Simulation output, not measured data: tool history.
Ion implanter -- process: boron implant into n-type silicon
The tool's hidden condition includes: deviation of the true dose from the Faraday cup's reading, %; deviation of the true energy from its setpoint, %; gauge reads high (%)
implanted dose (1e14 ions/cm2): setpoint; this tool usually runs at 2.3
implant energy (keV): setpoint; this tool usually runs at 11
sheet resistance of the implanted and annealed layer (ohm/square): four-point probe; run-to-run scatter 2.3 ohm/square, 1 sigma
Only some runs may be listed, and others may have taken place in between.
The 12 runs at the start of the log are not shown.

run    hour  implanted dose (1e14 ions/cm2)  implant energy (keV)  wafers since the last listed run  hours since the last dose calibration  hours since the extraction supply was calibrated  hours since the gauge calibration  read-back reference wafer on the same gauge, sheet resistance  sheet resistance of the implanted and annealed layer (ohm/square)
 13   615.4                             2.3                    11                               301                                 1569.4                                            3118.5                              315.3                                                            492                                                             437.84
 14     671                             1.8                  12.5                               643                                   1625                                            3174.1                              370.9                                                         491.69                                                             523.61
 15   769.1                             2.3                    11                              1135                                 1723.1                                            3272.2                                469                                                         492.56                                                              435.2
 16   809.7                             2.7                    11                               470                                 1763.7                                            3312.8                              509.6                                                         493.24                                                             382.68
 17   881.2                             2.3                    11                               827                                 1835.2                                            3384.3                              581.1                                                          491.7                                                                436
 18   919.7                            1.79                    11                               445                                 1873.7                                            3422.8                              619.6                                                         492.35                                                             531.33
 19   955.3                             2.3                     9                               412                                 1909.3                                            3458.4                              655.2                                                         493.17                                                             445.83
 20   997.5                            2.56                     7                               488                                 1951.5                                            3500.6                              697.4                                                         493.99                                                             413.33
 21  1044.8                            2.48                     8                               547                                 1998.8                                            3547.9                              744.7                                                         492.95                                                             421.97
 22  1073.9                             2.3                    11                               336                                 2027.9                                              3577                              773.8                                                          493.5                                                             435.69
     1128.8  -- extraction supply calibrated
 23    1135                             2.3                    15                               614                                   2089                                               6.2                              834.9                                                         492.41                                                             418.16
     1156.7  -- Faraday cup replaced and dose calibrated
 24    1160                            1.85                    10                               196                                    3.3                                              31.2                              859.9                                                         492.56                                                             536.65
 25    1248                            2.55                   7.5                              1018                                   91.3                                             119.2                              947.9                                                         493.61                                                             427.87

The next listed run, before its measurement:
 26  1300.9                             2.3                    11                               612                                  144.2                                             172.1                             1000.8                                                              ?                                                                  ?

Run 26 gave read-back reference wafer on the same gauge, sheet resistance 493.05, sheet resistance of the implanted and annealed layer (ohm/square) 444.91.
With the hidden condition absent and the run-to-run variation left alone, this run would have shown sheet resistance of the implanted and annealed layer (ohm/square) 447.75.

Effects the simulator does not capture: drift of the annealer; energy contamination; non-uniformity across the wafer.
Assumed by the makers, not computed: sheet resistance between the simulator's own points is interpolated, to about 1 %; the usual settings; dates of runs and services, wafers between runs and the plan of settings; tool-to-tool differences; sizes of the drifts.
